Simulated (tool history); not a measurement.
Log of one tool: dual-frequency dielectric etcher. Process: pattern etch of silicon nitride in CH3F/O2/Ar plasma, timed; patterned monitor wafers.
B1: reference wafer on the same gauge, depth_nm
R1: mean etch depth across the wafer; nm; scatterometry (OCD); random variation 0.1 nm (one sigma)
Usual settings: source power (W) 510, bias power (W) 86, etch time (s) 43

run 1 hour=0 | source_power_(W)=510 bias_power_(W)=86 etch_time_(s)=43 | B1=36.33 | R1=34.66
run 2 hour=56.2 | source_power_(W)=510 bias_power_(W)=86 etch_time_(s)=43 | B1=36.3 | R1=34.65
run 3 hour=119.9 | source_power_(W)=510 bias_power_(W)=86 etch_time_(s)=38 | B1=36.31 | R1=30.6
run 4 hour=233.1 | source_power_(W)=510 bias_power_(W)=86 etch_time_(s)=43 | B1=36.3 | R1=34.56
run 5 hour=376.5 | source_power_(W)=510 bias_power_(W)=86 etch_time_(s)=43 | B1=36.27 | R1=34.62
run 6 hour=419.2 | source_power_(W)=510 bias_power_(W)=86 etch_time_(s)=43 | B1=36.3 | R1=34.52
run 7 hour=471.1 | source_power_(W)=510 bias_power_(W)=86 etch_time_(s)=43 | B1=36.3 | R1=34.74
run 8 hour=540.4 | source_power_(W)=510 bias_power_(W)=86 etch_time_(s)=43 | B1=36.32 | R1=34.7
run 9 hour=594.7 | source_power_(W)=510 bias_power_(W)=86 etch_time_(s)=43 | B1=36.29 | R1=34.57
run 10 hour=652.3 | source_power_(W)=510 bias_power_(W)=86 etch_time_(s)=43 | B1=36.31 | R1=35.14
run 11 hour=683.2 | source_power_(W)=570 bias_power_(W)=65 etch_time_(s)=38 | B1=36.25 | R1=28.1
run 12 hour=733.5 | source_power_(W)=510 bias_power_(W)=86 etch_time_(s)=53 | B1=36.3 | R1=43.42
run 13 hour=768.1 | source_power_(W)=510 bias_power_(W)=86 etch_time_(s)=43 | B1=36.29 | R1=34.96
run 14 hour=826.8 | source_power_(W)=510 bias_power_(W)=69 etch_time_(s)=51.5 | B1=36.31 | R1=37.93
run 15 hour=880.4 | source_power_(W)=630 bias_power_(W)=86 etch_time_(s)=49 | B1=36.29 | R1=42.27
run 16 hour=914.4 | source_power_(W)=450 bias_power_(W)=102 etch_time_(s)=54 | B1=36.25 | R1=46
run 17 hour=966.8 | source_power_(W)=550 bias_power_(W)=86 etch_time_(s)=33 | B1=36.24 | R1=27.38
run 18 hour=1000 | source_power_(W)=560 bias_power_(W)=86 etch_time_(s)=48.5 | B1=36.36 | R1=40.36
run 19 hour=1046.1 | source_power_(W)=440 bias_power_(W)=86 etch_time_(s)=43 | B1=36.29 | R1=33.51
run 20 hour=1112.5 | source_power_(W)=570 bias_power_(W)=67 etch_time_(s)=31 | B1=36.37 | R1=23.19
run 21 hour=1177.4 | source_power_(W)=640 bias_power_(W)=86 etch_time_(s)=39 | B1=36.31 | R1=33.53
run 22 hour=1223.8 | source_power_(W)=420 bias_power_(W)=99 etch_time_(s)=34.5 | B1=36.31 | R1=28.29
run 23 hour=1290.8 | source_power_(W)=510 bias_power_(W)=86 etch_time_(s)=52.5 | B1=36.34 | R1=42.41
run 24 hour=1327.7 | source_power_(W)=450 bias_power_(W)=86 etch_time_(s)=43 | B1=36.29 | R1=33.8
run 25 hour=1364.7 | source_power_(W)=510 bias_power_(W)=94 etch_time_(s)=38 | B1=36.29 | R1=31.93
run 26 hour=1403.5 | source_power_(W)=400 bias_power_(W)=98 etch_time_(s)=49.5 | B1=36.32 | R1=39.84
run 27 hour=1432.8 | source_power_(W)=460 bias_power_(W)=76 etch_time_(s)=43 | B1=36.31 | R1=32.04
run 28 hour=1470.2 | source_power_(W)=510 bias_power_(W)=86 etch_time_(s)=43 | B1=36.27 | R1=34.72
run 29 hour=1499 | source_power_(W)=620 bias_power_(W)=65 etch_time_(s)=33.5 | B1=36.29 | R1=25.3
run 30 hour=1557.7 | source_power_(W)=510 bias_power_(W)=79 etch_time_(s)=43 | B1=36.33 | R1=33.55

Not shown: 7 entries that the log had between the listed runs. Between which runs, and how does the tool's hidden state differ before and after?
Between runs 3 and 4: upper electrode replaced, of another model than before (hour 232.6)
  source power that arrives over what is set, %: -4.45 -> -4.53
  measured less the result without the state, R1: -0.48 -> -0.44 nm
Between runs 4 and 5: wet clean of the chamber (hour 286.3)
  source power that arrives over what is set, %: -4.53 -> -4.61
  measured less the result without the state, R1: -0.44 -> -0.44 nm
Between runs 6 and 7: bias power generator calibrated (hour 456.8)
  source power that arrives over what is set, %: -4.64 -> -4.66
  measured less the result without the state, R1: -0.44 -> -0.45 nm
Between runs 9 and 10: source power generator calibrated (hour 636.7)
  source power that arrives over what is set, %: -4.72 -> 0.118
  measured less the result without the state, R1: -0.45 -> +0.01 nm
Between runs 11 and 12: wet clean of the chamber (hour 733)
  source power that arrives over what is set, %: -0.0942 -> -0.42
  measured less the result without the state, R1: -0.01 -> -0.05 nm
Between runs 19 and 20: gauge calibrated (hour 1046.6)
  source power that arrives over what is set, %: -2.02 -> -2.28
  measured less the result without the state, R1: -0.19 -> -0.15 nm
Between runs 21 and 22: wet clean of the chamber (hour 1209)
  source power that arrives over what is set, %: -2.51 -> -2.66
  measured less the result without the state, R1: -0.23 -> -0.2 nm

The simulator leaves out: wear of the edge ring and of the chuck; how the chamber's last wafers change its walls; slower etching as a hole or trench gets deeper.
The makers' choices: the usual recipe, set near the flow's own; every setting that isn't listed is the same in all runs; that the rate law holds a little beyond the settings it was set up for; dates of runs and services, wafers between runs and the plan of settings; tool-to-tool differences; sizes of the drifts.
